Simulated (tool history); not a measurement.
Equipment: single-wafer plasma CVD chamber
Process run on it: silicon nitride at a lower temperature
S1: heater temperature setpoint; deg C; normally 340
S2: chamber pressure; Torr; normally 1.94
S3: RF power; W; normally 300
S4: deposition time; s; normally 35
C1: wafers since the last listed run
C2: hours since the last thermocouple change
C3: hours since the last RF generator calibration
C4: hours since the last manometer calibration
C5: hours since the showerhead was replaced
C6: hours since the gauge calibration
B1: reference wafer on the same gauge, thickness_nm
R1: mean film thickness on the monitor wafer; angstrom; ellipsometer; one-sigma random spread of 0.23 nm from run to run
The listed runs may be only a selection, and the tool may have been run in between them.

run 1 hour=0 | S1=340 S2=1.94 S3=300 S4=35 | C1=0 C2=285.9 C3=589.2 C4=1753.1 C5=4688.4 C6=1618.2 | B1=42.973 | R1=440.21
run 2 hour=75.7 | S1=340 S2=1.76 S3=300 S4=35 | C1=2232 C2=361.6 C3=664.9 C4=1828.8 C5=4764.1 C6=1693.9 | B1=43.001 | R1=433.06
run 3 hour=137.5 | S1=340 S2=1.76 S3=300 S4=35 | C1=1822 C2=423.4 C3=726.7 C4=1890.6 C5=4825.9 C6=1755.7 | B1=42.966 | R1=430.99
run 4 hour=189.1 | S1=340 S2=1.76 S3=300 S4=35 | C1=1521 C2=475 C3=778.3 C4=1942.2 C5=4877.5 C6=1807.3 | B1=42.974 | R1=428.61
run 5 hour=289.9 | S1=348 S2=1.56 S3=300 S4=35 | C1=2972 C2=575.8 C3=879.1 C4=2043 C5=4978.3 C6=1908.1 | B1=43.055 | R1=417.06
run 6 hour=365.2 | S1=348 S2=1.56 S3=300 S4=35 | C1=2220 C2=651.1 C3=954.4 C4=2118.3 C5=5053.6 C6=1983.4 | B1=43.036 | R1=417.76
run 7 hour=408.2 | S1=340 S2=1.94 S3=300 S4=35 | C1=1268 C2=694.1 C3=997.4 C4=2161.3 C5=5096.6 C6=2026.4 | B1=42.998 | R1=442.84
-- hour=431.8 capacitance manometer re-zeroed and calibrated
-- hour=432.1 RF generator calibrated
run 8 hour=510.2 | S1=340 S2=1.94 S3=300 S4=35 | C1=2764 C2=796.1 C3=78.1 C4=78.4 C5=5198.6 C6=2128.4 | B1=42.923 | R1=442.62
-- hour=630 gauge calibrated
run 9 hour=814.9 | S1=340 S2=1.94 S3=300 S4=35 | C1=8986 C2=1100.8 C3=382.8 C4=383.1 C5=5503.3 C6=184.9 | B1=43.056 | R1=444.24
run 10 hour=867.7 | S1=340 S2=1.94 S3=300 S4=30.7 | C1=1557 C2=1153.6 C3=435.6 C4=435.9 C5=5556.1 C6=237.7 | B1=42.963 | R1=385.02
run 11 hour=928.6 | S1=340 S2=1.94 S3=300 S4=35 | C1=1796 C2=1214.5 C3=496.5 C4=496.8 C5=5617 C6=298.6 | B1=43.037 | R1=441.1
run 12 hour=1008.6 | S1=346 S2=1.94 S3=280 S4=38.1 | C1=2359 C2=1294.5 C3=576.5 C4=576.8 C5=5697 C6=378.6 | B1=43.117 | R1=458.47
-- hour=1028.1 thermocouple changed; heater temperature recalibrated
run 13 hour=1263.8 | S1=336 S2=2.27 S3=280 S4=29.8 | C1=7290 C2=235.7 C3=831.7 C4=832 C5=5952.2 C6=633.8 | B1=42.944 | R1=370.29
run 14 hour=1340.2 | S1=340 S2=1.94 S3=300 S4=35 | C1=2253 C2=312.1 C3=908.1 C4=908.4 C5=6028.6 C6=710.2 | B1=42.941 | R1=442.95
run 15 hour=1388.4 | S1=353 S2=1.68 S3=345 S4=41.5 | C1=1421 C2=360.3 C3=956.3 C4=956.6 C5=6076.8 C6=758.4 | B1=42.956 | R1=550.28
run 16 hour=1485.7 | S1=347 S2=2.12 S3=285 S4=40.2 | C1=2869 C2=457.6 C3=1053.6 C4=1053.9 C5=6174.1 C6=855.7 | B1=43.04 | R1=498.12
run 17 hour=1570.3 | S1=340 S2=1.73 S3=255 S4=41.9 | C1=2495 C2=542.2 C3=1138.2 C4=1138.5 C5=6258.7 C6=940.3 | B1=43.012 | R1=454.1
-- hour=1596.9 RF generator calibrated
-- hour=1675.6 showerhead replaced
run 18 hour=1723.6 | S1=340 S2=2.3 S3=280 S4=29.1 | C1=4049 C2=695.5 C3=126.7 C4=1291.8 C5=48 C6=1093.6 | B1=42.993 | R1=365.84
run 19 hour=1790.6 | S1=329 S2=1.6 S3=260 S4=32.9 | C1=1975 C2=762.5 C3=193.7 C4=1358.8 C5=115 C6=1160.6 | B1=43.123 | R1=354.53
run 20 hour=1829.4 | S1=333 S2=1.94 S3=325 S4=41.8 | C1=1144 C2=801.3 C3=232.5 C4=1397.6 C5=153.8 C6=1199.4 | B1=42.987 | R1=559.13
run 21 hour=1902.6 | S1=333 S2=1.94 S3=265 S4=35 | C1=2158 C2=874.5 C3=305.7 C4=1470.8 C5=227 C6=1272.6 | B1=42.938 | R1=405.54
run 22 hour=1947.2 | S1=347 S2=1.8 S3=325 S4=39.6 | C1=1315 C2=919.1 C3=350.3 C4=1515.4 C5=271.6 C6=1317.2 | B1=42.96 | R1=507.48
run 23 hour=2041.4 | S1=331 S2=1.94 S3=300 S4=35 | C1=2778 C2=1013.3 C3=444.5 C4=1609.6 C5=365.8 C6=1411.4 | B1=43.076 | R1=440.23
run 24 hour=2117.2 | S1=340 S2=1.94 S3=300 S4=35 | C1=2235 C2=1089.1 C3=520.3 C4=1685.4 C5=441.6 C6=1487.2 | B1=42.915 | R1=443.18
run 25 hour=2164.1 | S1=340 S2=1.94 S3=320 S4=35 | C1=1383 C2=1136 C3=567.2 C4=1732.3 C5=488.5 C6=1534.1 | B1=43.067 | R1=459.41
-- hour=2266.8 thermocouple changed; heater temperature recalibrated
-- hour=2382.6 capacitance manometer re-zeroed and calibrated
run 26 hour=2384.9 | S1=329 S2=1.94 S3=300 S4=37.2 | C1=6039 C2=118.1 C3=788 C4=2.3 C5=709.3 C6=1754.9 | B1=43.005 | R1=469.2
run 27 hour=2447.7 | S1=340 S2=1.94 S3=300 S4=35 | C1=1852 C2=180.9 C3=850.8 C4=65.1 C5=772.1 C6=1817.7 | B1=42.969 | R1=441.93
run 28 hour=2542.3 | S1=348 S2=1.94 S3=300 S4=35 | C1=2789 C2=275.5 C3=945.4 C4=159.7 C5=866.7 C6=1912.3 | B1=42.978 | R1=439.09

Each row is a separate what-if for the run after 28, all from the same tool condition, not one after another. Results?
run A hour=2542.7 | S1=340 S2=1.94 S3=300 S4=35 | C1=11 C2=275.9 C3=945.8 C4=160.1 C5=867.1 C6=1912.7 | B1=? | R1=?
run B hour=2542.7 | S1=332 S2=2.38 S3=300 S4=40.6 | C1=11 C2=275.9 C3=945.8 C4=160.1 C5=867.1 C6=1912.7 | B1=? | R1=?
run C hour=2542.7 | S1=344 S2=1.94 S3=300 S4=35 | C1=11 C2=275.9 C3=945.8 C4=160.1 C5=867.1 C6=1912.7 | B1=? | R1=?
run D hour=2542.7 | S1=340 S2=1.94 S3=250 S4=38.9 | C1=11 C2=275.9 C3=945.8 C4=160.1 C5=867.1 C6=1912.7 | B1=? | R1=?

run=A B1=43.007 R1=442.09
run=B B1=43.007 R1=541.81
run=C B1=43.007 R1=441.33
run=D B1=43.007 R1=430.55
With no hidden state in the tool, these same runs would have given:
run=A R1=442.09
run=B R1=541.81
run=C R1=441.33
run=D R1=430.55

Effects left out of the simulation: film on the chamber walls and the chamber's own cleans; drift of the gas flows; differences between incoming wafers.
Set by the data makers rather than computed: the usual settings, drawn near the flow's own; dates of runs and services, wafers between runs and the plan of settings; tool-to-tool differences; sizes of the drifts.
